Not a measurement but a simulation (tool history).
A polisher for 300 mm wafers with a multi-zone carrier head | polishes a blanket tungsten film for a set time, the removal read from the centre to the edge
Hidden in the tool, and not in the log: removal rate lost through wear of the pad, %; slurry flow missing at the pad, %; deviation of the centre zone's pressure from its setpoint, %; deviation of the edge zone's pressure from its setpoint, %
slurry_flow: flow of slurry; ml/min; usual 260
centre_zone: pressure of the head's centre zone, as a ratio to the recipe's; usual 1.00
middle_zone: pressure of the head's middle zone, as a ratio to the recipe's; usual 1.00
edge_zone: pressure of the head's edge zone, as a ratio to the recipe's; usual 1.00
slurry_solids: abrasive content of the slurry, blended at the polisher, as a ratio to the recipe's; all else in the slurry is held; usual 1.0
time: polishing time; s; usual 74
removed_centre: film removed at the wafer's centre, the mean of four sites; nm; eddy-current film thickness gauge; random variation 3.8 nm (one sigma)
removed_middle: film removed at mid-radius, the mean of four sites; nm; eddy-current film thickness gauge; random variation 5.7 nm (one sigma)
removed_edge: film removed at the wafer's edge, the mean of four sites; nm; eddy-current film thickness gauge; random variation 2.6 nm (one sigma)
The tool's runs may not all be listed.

| run | day | slurry_flow | centre_zone | middle_zone | edge_zone | slurry_solids | time | wafers since the last listed run | wafers polished on this pad | hours since the slurry nozzle was cleaned | hours since the centre zone pressure was calibrated | hours since the edge zone pressure was calibrated | hours since the carrier head's membrane was replaced | incoming thickness of the incoming film, nm | removed_centre | removed_middle | removed_edge |
|---|---|---|---|---|---|---|---|---|---|---|---|---|---|---|---|---|---|
| 1 | 0.000 | 260 | 1.00 | 1.00 | 1.00 | 1.0 | 74 | 0 | 215 | 220.2 | 102.6 | 161.1 | 129.0 | 1041.2 | 421.0 | 439.6 | 426.5 |
| 2 | 3.525 | 260 | 1.00 | 1.00 | 1.00 | 1.0 | 74 | 541 | 757 | 304.8 | 187.2 | 245.7 | 213.6 | 1075.1 | 422.0 | 439.7 | 418.1 |
| 3 | 6.462 | 260 | 1.00 | 1.00 | 1.00 | 1.0 | 74 | 451 | 1208 | 375.3 | 257.7 | 316.2 | 284.1 | 1072.7 | 414.9 | 424.7 | 415.8 |
| 4 | 9.962 | 260 | 1.00 | 1.00 | 1.00 | 1.0 | 74 | 537 | 1745 | 459.3 | 341.7 | 400.2 | 368.1 | 1051.6 | 408.5 | 443.5 | 416.0 |
| 5 | 14.367 | 260 | 0.92 | 1.10 | 1.00 | 1.0 | 74 | 676 | 2422 | 565.0 | 447.4 | 505.9 | 473.8 | 1056.2 | 377.5 | 454.7 | 410.8 |
|  | 15.479 | slurry nozzle cleaned |
|  | 16.892 | centre zone pressure recalibrated |
|  | 17.562 | edge zone pressure recalibrated |
|  | 17.700 | carrier head's membrane replaced by a new one |
| 6 | 17.721 | 260 | 1.00 | 1.00 | 1.00 | 1.0 | 74 | 461 | 2884 | 53.8 | 19.9 | 3.8 | 0.5 | 1057.2 | 398.6 | 434.2 | 406.2 |
|  | 20.908 | worn pad replaced by a new one |
| 7 | 21.383 | 260 | 0.94 | 1.00 | 1.00 | 0.8 | 50 | 536 | 72 | 141.7 | 107.8 | 91.7 | 88.4 | 1076.6 | 243.5 | 274.0 | 266.3 |
| 8 | 24.808 | 260 | 1.08 | 1.00 | 1.00 | 1.0 | 74 | 525 | 598 | 223.9 | 190.0 | 173.9 | 170.6 | 1062.4 | 452.2 | 445.6 | 424.2 |
| 9 | 26.712 | 210 | 1.00 | 1.00 | 1.10 | 1.0 | 74 | 292 | 891 | 269.6 | 235.7 | 219.6 | 216.3 | 1054.6 | 406.4 | 437.9 | 439.1 |
| 10 | 35.858 | 260 | 1.11 | 1.06 | 1.11 | 1.0 | 55 | 1404 | 2295 | 489.1 | 455.2 | 439.1 | 435.8 | 1057.1 | 339.9 | 329.8 | 322.5 |
| 11 | 38.325 | 260 | 1.00 | 1.00 | 1.00 | 1.0 | 63 | 378 | 2674 | 548.3 | 514.4 | 498.3 | 495.0 | 1055.9 | 347.2 | 361.6 | 349.7 |
|  | 41.488 | carrier head's membrane replaced by a new one |
| 12 | 42.400 | 260 | 1.00 | 1.00 | 1.00 | 1.0 | 83 | 593 | 3268 | 646.1 | 612.2 | 596.1 | 21.9 | 1056.7 | 446.0 | 477.5 | 454.7 |
|  | 42.596 | centre zone pressure recalibrated |
|  | 42.729 | slurry nozzle cleaned |
| 13 | 45.296 | 260 | 1.04 | 1.00 | 1.00 | 1.0 | 74 | 425 | 3694 | 61.6 | 64.8 | 665.6 | 91.4 | 1057.7 | 413.2 | 409.0 | 405.8 |
|  | 45.775 | edge zone pressure recalibrated |
|  | 47.138 | worn pad replaced by a new one |
| 14 | 49.367 | 215 | 1.00 | 1.00 | 1.00 | 1.0 | 98 | 586 | 342 | 159.3 | 162.5 | 86.2 | 189.1 | 1048.4 | 547.2 | 586.7 | 560.7 |
| 15 | 52.183 | 260 | 1.08 | 1.00 | 1.00 | 1.0 | 55 | 432 | 775 | 226.9 | 230.1 | 153.8 | 256.7 | 1050.0 | 328.3 | 323.1 | 312.4 |
| 16 | 53.821 | 260 | 1.00 | 1.00 | 1.00 | 1.0 | 74 | 251 | 1026 | 266.2 | 269.4 | 193.1 | 296.0 | 1068.7 | 414.2 | 432.1 | 423.5 |
| 17 | 55.800 | 215 | 1.00 | 1.00 | 1.00 | 1.0 | 74 | 303 | 1330 | 313.7 | 316.9 | 240.6 | 343.5 | 1057.6 | 411.5 | 431.5 | 416.9 |
| 18 | 58.883 | 260 | 1.00 | 1.00 | 0.90 | 1.0 | 74 | 473 | 1804 | 387.7 | 390.9 | 314.6 | 417.5 | 1053.3 | 410.4 | 431.6 | 395.3 |
| 19 | 63.004 | 260 | 1.00 | 1.00 | 1.00 | 1.0 | 74 | 632 | 2436 | 486.6 | 489.8 | 413.5 | 516.4 | 1055.4 | 402.6 | 431.4 | 411.1 |
|  | 64.442 | carrier head's membrane replaced by a new one |
|  | 65.246 | slurry nozzle cleaned |
|  | 65.450 | centre zone pressure recalibrated |
| 20 | 67.483 | 260 | 1.00 | 1.00 | 1.00 | 1.0 | 74 | 636 | 3073 | 53.7 | 48.8 | 521.0 | 73.0 | 1043.3 | 404.5 | 411.9 | 407.5 |
|  | 67.633 | edge zone pressure recalibrated |
| 21 | 71.221 | 260 | 1.00 | 1.08 | 1.00 | 1.0 | 99 | 561 | 3634 | 143.4 | 138.5 | 86.1 | 162.7 | 1066.0 | 525.5 | 588.0 | 536.7 |
|  | 75.042 | worn pad replaced by a new one |
| 22 | 75.662 | 260 | 1.00 | 1.00 | 1.08 | 1.0 | 58 | 656 | 95 | 250.0 | 245.1 | 192.7 | 269.3 | 1071.4 | 337.2 | 356.2 | 346.2 |

3 ways to go on from here, each from the tool as it stands after run 22. What would each give?
| A | 75.679 | 260 | 1.00 | 1.00 | 1.00 | 1.0 | 74 | 2 | 97 | 250.4 | 245.5 | 193.1 | 269.7 | 1044.9 | ? | ? | ? |
| B | 75.679 | 225 | 1.00 | 1.00 | 1.11 | 1.0 | 74 | 2 | 97 | 250.4 | 245.5 | 193.1 | 269.7 | 1044.9 | ? | ? | ? |
| C | 75.679 | 260 | 1.00 | 0.90 | 1.00 | 1.0 | 55 | 2 | 97 | 250.4 | 245.5 | 193.1 | 269.7 | 1044.9 | ? | ? | ? |

| run | removed_centre | removed_middle | removed_edge |
|---|---|---|---|
| A | 421.7 | 441.0 | 428.9 |
| B | 417.1 | 436.6 | 444.7 |
| C | 313.3 | 310.6 | 319.1 |
Without the tool's hidden state the same runs would have given:
| run | removed_centre | removed_middle | removed_edge |
|---|---|---|---|
| A | 423.5 | 442.9 | 430.7 |
| B | 418.9 | 438.5 | 446.6 |
| C | 314.6 | 311.9 | 320.4 |
